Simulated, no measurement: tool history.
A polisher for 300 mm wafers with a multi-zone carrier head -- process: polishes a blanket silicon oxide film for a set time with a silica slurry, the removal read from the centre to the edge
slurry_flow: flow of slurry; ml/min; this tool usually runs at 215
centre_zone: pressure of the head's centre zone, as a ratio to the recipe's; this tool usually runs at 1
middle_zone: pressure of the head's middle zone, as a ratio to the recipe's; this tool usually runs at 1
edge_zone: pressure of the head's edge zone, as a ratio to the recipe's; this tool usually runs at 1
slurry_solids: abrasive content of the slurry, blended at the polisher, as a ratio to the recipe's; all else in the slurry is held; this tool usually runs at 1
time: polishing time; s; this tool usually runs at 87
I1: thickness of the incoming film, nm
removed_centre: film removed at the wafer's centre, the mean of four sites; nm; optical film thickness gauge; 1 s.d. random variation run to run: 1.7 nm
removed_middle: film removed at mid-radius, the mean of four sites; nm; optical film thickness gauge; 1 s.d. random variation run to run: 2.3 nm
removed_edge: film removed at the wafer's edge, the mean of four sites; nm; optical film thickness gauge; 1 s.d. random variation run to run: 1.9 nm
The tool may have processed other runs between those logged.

{"run": 1, "hour": 0.0, "slurry_flow": 215, "centre_zone": 1, "middle_zone": 1, "edge_zone": 1.05, "slurry_solids": 1, "time": 87, "I1": 1338.5, "removed_centre": 209.6, "removed_middle": 227.5, "removed_edge": 222.8}
{"hour": 8.6, "done": "worn pad replaced by a new one"}
{"run": 2, "hour": 28.0, "slurry_flow": 215, "centre_zone": 1, "middle_zone": 1, "edge_zone": 1.05, "slurry_solids": 1, "time": 87, "I1": 1297, "removed_centre": 211.2, "removed_middle": 228.4, "removed_edge": 234.3}
{"run": 3, "hour": 95.6, "slurry_flow": 215, "centre_zone": 1, "middle_zone": 1, "edge_zone": 1.05, "slurry_solids": 1, "time": 87, "I1": 1300.4, "removed_centre": 205.2, "removed_middle": 226, "removed_edge": 228.4}
{"hour": 107.7, "done": "centre zone pressure recalibrated"}
{"run": 4, "hour": 140.2, "slurry_flow": 215, "centre_zone": 1, "middle_zone": 1, "edge_zone": 1, "slurry_solids": 1, "time": 80, "I1": 1312.8, "removed_centre": 204.5, "removed_middle": 204.3, "removed_edge": 207.1}
{"run": 5, "hour": 188.2, "slurry_flow": 215, "centre_zone": 1, "middle_zone": 1, "edge_zone": 1, "slurry_solids": 1, "time": 87, "I1": 1339.7, "removed_centre": 220.4, "removed_middle": 224.7, "removed_edge": 221.5}
{"hour": 203.6, "done": "worn pad replaced by a new one"}
{"run": 6, "hour": 218.8, "slurry_flow": 215, "centre_zone": 1, "middle_zone": 1, "edge_zone": 1, "slurry_solids": 1, "time": 87, "I1": 1321.5, "removed_centre": 227, "removed_middle": 227.9, "removed_edge": 228.2}
{"run": 7, "hour": 245.4, "slurry_flow": 215, "centre_zone": 1, "middle_zone": 1, "edge_zone": 1, "slurry_solids": 1, "time": 87, "I1": 1326.6, "removed_centre": 219.4, "removed_middle": 228, "removed_edge": 225}
{"hour": 345.9, "done": "edge zone pressure recalibrated"}
{"run": 8, "hour": 379.7, "slurry_flow": 215, "centre_zone": 1.03, "middle_zone": 1, "edge_zone": 1, "slurry_solids": 1, "time": 87, "I1": 1333.3, "removed_centre": 219.1, "removed_middle": 221.8, "removed_edge": 219.1}
{"hour": 407.8, "done": "worn pad replaced by a new one"}
{"run": 9, "hour": 440.2, "slurry_flow": 215, "centre_zone": 1.03, "middle_zone": 1, "edge_zone": 1, "slurry_solids": 1, "time": 87, "I1": 1327.8, "removed_centre": 224.6, "removed_middle": 231.9, "removed_edge": 225.5}
{"run": 10, "hour": 471.7, "slurry_flow": 215, "centre_zone": 1, "middle_zone": 1, "edge_zone": 1, "slurry_solids": 1, "time": 87, "I1": 1331.3, "removed_centre": 211.4, "removed_middle": 228.2, "removed_edge": 226.1}
{"run": 11, "hour": 499.6, "slurry_flow": 215, "centre_zone": 0.94, "middle_zone": 1, "edge_zone": 1, "slurry_solids": 1, "time": 72, "I1": 1331.6, "removed_centre": 162.5, "removed_middle": 184.2, "removed_edge": 182.9}
{"run": 12, "hour": 526.7, "slurry_flow": 215, "centre_zone": 1, "middle_zone": 1, "edge_zone": 0.91, "slurry_solids": 1, "time": 87, "I1": 1337.4, "removed_centre": 205.5, "removed_middle": 223.1, "removed_edge": 209.7}
{"hour": 535.8, "done": "slurry nozzle cleaned"}
{"hour": 545.4, "done": "carrier head's membrane replaced by a new one"}
{"hour": 559.7, "done": "centre zone pressure recalibrated"}
{"run": 13, "hour": 568.5, "slurry_flow": 215, "centre_zone": 1, "middle_zone": 1.07, "edge_zone": 1.1, "slurry_solids": 0.9, "time": 74, "I1": 1347.2, "removed_centre": 181.2, "removed_middle": 190.3, "removed_edge": 186.4}
{"hour": 599.2, "done": "worn pad replaced by a new one"}
{"run": 14, "hour": 608.4, "slurry_flow": 215, "centre_zone": 1.11, "middle_zone": 1, "edge_zone": 1, "slurry_solids": 1, "time": 87, "I1": 1313.6, "removed_centre": 255.3, "removed_middle": 228.1, "removed_edge": 228.9}
{"run": 15, "hour": 677.3, "slurry_flow": 240, "centre_zone": 1, "middle_zone": 1, "edge_zone": 0.95, "slurry_solids": 1.15, "time": 87, "I1": 1295.1, "removed_centre": 239.1, "removed_middle": 239.8, "removed_edge": 233.8}
{"run": 16, "hour": 728.0, "slurry_flow": 255, "centre_zone": 1, "middle_zone": 1, "edge_zone": 1, "slurry_solids": 1, "time": 87, "I1": 1331.6, "removed_centre": 223, "removed_middle": 226.4, "removed_edge": 224.5}
{"hour": 782.6, "done": "worn pad replaced by a new one"}
{"run": 17, "hour": 794.4, "slurry_flow": 215, "centre_zone": 1, "middle_zone": 1, "edge_zone": 1, "slurry_solids": 1, "time": 87, "I1": 1326.8, "removed_centre": 225.9, "removed_middle": 228.7, "removed_edge": 229.5}
{"run": 18, "hour": 852.4, "slurry_flow": 215, "centre_zone": 1.07, "middle_zone": 0.95, "edge_zone": 1, "slurry_solids": 0.8, "time": 87, "I1": 1323.7, "removed_centre": 212.1, "removed_middle": 193.7, "removed_edge": 198.3}
{"run": 19, "hour": 896.2, "slurry_flow": 150, "centre_zone": 1, "middle_zone": 1, "edge_zone": 0.93, "slurry_solids": 1, "time": 87, "I1": 1327.7, "removed_centre": 206.7, "removed_middle": 216.8, "removed_edge": 209.5}

Hidden state or all else? Some run-to-run changes of removed_centre, split into what the settings, what came in and random variation would give without the hidden state, and what is left for the hidden state (with any gauge scatter that isn't in both results):
The tool's hidden condition here consists of: removal rate lost through wear of the pad, %; slurry flow missing at the pad, %; deviation of the centre zone's pressure from its setpoint, %; deviation of the edge zone's pressure from its setpoint, %.
Run 12 -> 13: middle_zone 1 -> 1.07, edge_zone 0.91 -> 1.1, slurry_solids 1 -> 0.9, time 87 -> 74, slurry nozzle cleaned, carrier head's membrane replaced by a new one, centre zone pressure recalibrated. removed_centre -24.3 nm: hidden state +19.2, all else -43.5.
Run 13 -> 14: centre_zone 1 -> 1.11, middle_zone 1.07 -> 1, edge_zone 1.1 -> 1, slurry_solids 0.9 -> 1, time 74 -> 87, worn pad replaced by a new one. removed_centre +74.1 nm: hidden state +5, all else +69.1.
